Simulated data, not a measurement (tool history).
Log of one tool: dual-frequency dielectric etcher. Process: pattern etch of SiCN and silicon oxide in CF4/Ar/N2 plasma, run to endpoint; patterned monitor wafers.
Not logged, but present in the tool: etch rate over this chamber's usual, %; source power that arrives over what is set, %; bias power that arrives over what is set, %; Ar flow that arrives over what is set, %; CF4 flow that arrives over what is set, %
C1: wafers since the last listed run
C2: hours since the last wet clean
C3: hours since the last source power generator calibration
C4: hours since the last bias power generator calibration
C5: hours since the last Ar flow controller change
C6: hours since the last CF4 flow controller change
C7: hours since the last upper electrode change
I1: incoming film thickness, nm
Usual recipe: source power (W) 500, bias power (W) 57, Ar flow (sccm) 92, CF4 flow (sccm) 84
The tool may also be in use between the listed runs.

run 1 hour=0.0 | source_power_(W)=500 bias_power_(W)=57 Ar_flow_(sccm)=92 CF4_flow_(sccm)=84 | C1=0 C2=200.7 C3=3930.6 C4=4829.6 C5=2893.2 C6=1301.9 C7=2849.3 | I1=11.38 | endpoint_time_(s)=12.7
run 2 hour=61.4 | source_power_(W)=500 bias_power_(W)=57 Ar_flow_(sccm)=92 CF4_flow_(sccm)=84 | C1=988 C2=262.1 C3=3992.0 C4=4891.0 C5=2954.6 C6=1363.3 C7=2910.7 | I1=11.58 | endpoint_time_(s)=12.8
run 3 hour=107.8 | source_power_(W)=500 bias_power_(W)=57 Ar_flow_(sccm)=92 CF4_flow_(sccm)=84 | C1=747 C2=308.5 C3=4038.4 C4=4937.4 C5=3001.0 C6=1409.7 C7=2957.1 | I1=11.49 | endpoint_time_(s)=12.7
run 4 hour=156.7 | source_power_(W)=580 bias_power_(W)=57 Ar_flow_(sccm)=92 CF4_flow_(sccm)=84 | C1=787 C2=357.4 C3=4087.3 C4=4986.3 C5=3049.9 C6=1458.6 C7=3006.0 | I1=11.57 | endpoint_time_(s)=10.8
run 5 hour=186.8 | source_power_(W)=400 bias_power_(W)=57 Ar_flow_(sccm)=92 CF4_flow_(sccm)=84 | C1=484 C2=387.5 C3=4117.4 C4=5016.4 C5=3080.0 C6=1488.7 C7=3036.1 | I1=11.41 | endpoint_time_(s)=16.4
-- hour=212.0 upper electrode replaced
run 6 hour=243.1 | source_power_(W)=580 bias_power_(W)=64 Ar_flow_(sccm)=72 CF4_flow_(sccm)=76 | C1=520 C2=443.8 C3=4173.7 C4=5072.7 C5=3136.3 C6=1545.0 C7=31.1 | I1=11.66 | endpoint_time_(s)=10.3
-- hour=262.3 CF4 flow controller replaced
-- hour=273.4 bias power generator calibrated
run 7 hour=292.9 | source_power_(W)=500 bias_power_(W)=57 Ar_flow_(sccm)=112 CF4_flow_(sccm)=84 | C1=640 C2=493.6 C3=4223.5 C4=19.5 C5=3186.1 C6=30.6 C7=80.9 | I1=11.44 | endpoint_time_(s)=13.1
run 8 hour=319.1 | source_power_(W)=500 bias_power_(W)=49 Ar_flow_(sccm)=85 CF4_flow_(sccm)=102 | C1=421 C2=519.8 C3=4249.7 C4=45.7 C5=3212.3 C6=56.8 C7=107.1 | I1=11.44 | endpoint_time_(s)=12.6
-- hour=372.8 wet clean of the chamber
run 9 hour=388.7 | source_power_(W)=590 bias_power_(W)=49 Ar_flow_(sccm)=92 CF4_flow_(sccm)=84 | C1=734 C2=15.9 C3=4319.3 C4=115.3 C5=3281.9 C6=126.4 C7=176.7 | I1=11.50 | endpoint_time_(s)=11.2
run 10 hour=446.3 | source_power_(W)=560 bias_power_(W)=57 Ar_flow_(sccm)=108 CF4_flow_(sccm)=84 | C1=927 C2=73.5 C3=4376.9 C4=172.9 C5=3339.5 C6=184.0 C7=234.3 | I1=11.45 | endpoint_time_(s)=11.7
run 11 hour=474.7 | source_power_(W)=380 bias_power_(W)=57 Ar_flow_(sccm)=92 CF4_flow_(sccm)=99 | C1=457 C2=101.9 C3=4405.3 C4=201.3 C5=3367.9 C6=212.4 C7=262.7 | I1=11.50 | endpoint_time_(s)=17.6
run 12 hour=502.5 | source_power_(W)=500 bias_power_(W)=57 Ar_flow_(sccm)=115 CF4_flow_(sccm)=84 | C1=447 C2=129.7 C3=4433.1 C4=229.1 C5=3395.7 C6=240.2 C7=290.5 | I1=11.44 | endpoint_time_(s)=13.4
run 13 hour=574.1 | source_power_(W)=450 bias_power_(W)=51 Ar_flow_(sccm)=98 CF4_flow_(sccm)=94 | C1=1152 C2=201.3 C3=4504.7 C4=300.7 C5=3467.3 C6=311.8 C7=362.1 | I1=11.62 | endpoint_time_(s)=15.2
-- hour=611.7 Ar flow controller replaced
run 14 hour=612.2 | source_power_(W)=500 bias_power_(W)=57 Ar_flow_(sccm)=92 CF4_flow_(sccm)=84 | C1=516 C2=239.4 C3=4542.8 C4=338.8 C5=0.5 C6=349.9 C7=400.2 | I1=11.49 | endpoint_time_(s)=13.0
-- hour=617.1 source power generator calibrated
run 15 hour=677.3 | source_power_(W)=470 bias_power_(W)=53 Ar_flow_(sccm)=92 CF4_flow_(sccm)=84 | C1=983 C2=304.5 C3=60.2 C4=403.9 C5=65.6 C6=415.0 C7=465.3 | I1=11.46 | endpoint_time_(s)=13.6
run 16 hour=748.4 | source_power_(W)=450 bias_power_(W)=51 Ar_flow_(sccm)=98 CF4_flow_(sccm)=94 | C1=1144 C2=375.6 C3=131.3 C4=475.0 C5=136.7 C6=486.1 C7=536.4 | I1=11.45 | endpoint_time_(s)=14.2
run 17 hour=781.8 | source_power_(W)=500 bias_power_(W)=57 Ar_flow_(sccm)=92 CF4_flow_(sccm)=102 | C1=537 C2=409.0 C3=164.7 C4=508.4 C5=170.1 C6=519.5 C7=569.8 | I1=11.37 | endpoint_time_(s)=11.9
run 18 hour=828.3 | source_power_(W)=500 bias_power_(W)=57 Ar_flow_(sccm)=92 CF4_flow_(sccm)=84 | C1=748 C2=455.5 C3=211.2 C4=554.9 C5=216.6 C6=566.0 C7=616.3 | I1=11.45 | endpoint_time_(s)=12.2
run 19 hour=874.3 | source_power_(W)=500 bias_power_(W)=57 Ar_flow_(sccm)=92 CF4_flow_(sccm)=84 | C1=740 C2=501.5 C3=257.2 C4=600.9 C5=262.6 C6=612.0 C7=662.3 | I1=11.45 | endpoint_time_(s)=12.2
-- hour=930.1 wet clean of the chamber
run 20 hour=932.6 | source_power_(W)=460 bias_power_(W)=50 Ar_flow_(sccm)=81 CF4_flow_(sccm)=84 | C1=552 C2=2.5 C3=315.5 C4=659.2 C5=320.9 C6=670.3 C7=720.6 | I1=11.54 | endpoint_time_(s)=14.1
run 21 hour=973.9 | source_power_(W)=390 bias_power_(W)=52 Ar_flow_(sccm)=76 CF4_flow_(sccm)=84 | C1=665 C2=43.8 C3=356.8 C4=700.5 C5=362.2 C6=711.6 C7=761.9 | I1=11.56 | endpoint_time_(s)=16.8
run 22 hour=1010.4 | source_power_(W)=550 bias_power_(W)=51 Ar_flow_(sccm)=92 CF4_flow_(sccm)=89 | C1=587 C2=80.3 C3=393.3 C4=737.0 C5=398.7 C6=748.1 C7=798.4 | I1=11.50 | endpoint_time_(s)=11.5
run 23 hour=1060.7 | source_power_(W)=500 bias_power_(W)=48 Ar_flow_(sccm)=92 CF4_flow_(sccm)=75 | C1=809 C2=130.6 C3=443.6 C4=787.3 C5=449.0 C6=798.4 C7=848.7 | I1=11.55 | endpoint_time_(s)=13.3

For each entry between runs, how does the tool's hidden state at the last listed run before it compare with that at the first listed run after it?
Between runs 5 and 6: upper electrode replaced (hour 212.0)
  etch rate over this chamber's usual, %: 1.96 -> 2.21; source power that arrives over what is set, %: -2.97 -> -3.07
  the result without the hidden state subtracted from the measured one, endpoint time (s): +0.3 -> +0.1
Between runs 6 and 7: CF4 flow controller replaced (hour 262.3); bias power generator calibrated (hour 273.4)
  etch rate over this chamber's usual, %: 2.21 -> 2.42; source power that arrives over what is set, %: -3.07 -> -3.17
  the result without the hidden state subtracted from the measured one, endpoint time (s): +0.1 -> +0.2
Between runs 8 and 9: wet clean of the chamber (hour 372.8)
  etch rate over this chamber's usual, %: 2.54 -> -0.0665; source power that arrives over what is set, %: -3.22 -> -3.35
  the result without the hidden state subtracted from the measured one, endpoint time (s): +0.2 -> +0.4
Between runs 13 and 14: Ar flow controller replaced (hour 611.7)
  etch rate over this chamber's usual, %: 0.749 -> 0.917; source power that arrives over what is set, %: -3.72 -> -3.8
  the result without the hidden state subtracted from the measured one, endpoint time (s): +0.5 -> +0.5
Between runs 14 and 15: source power generator calibrated (hour 617.1)
  etch rate over this chamber's usual, %: 0.917 -> 1.2; source power that arrives over what is set, %: -3.8 -> 0.202
  the result without the hidden state subtracted from the measured one, endpoint time (s): +0.5 -> -0.1
Between runs 19 and 20: wet clean of the chamber (hour 930.1)
  etch rate over this chamber's usual, %: 2.07 -> -0.291; source power that arrives over what is set, %: 0.188 -> 0.18
  the result without the hidden state subtracted from the measured one, endpoint time (s): -0.3 -> +0.0
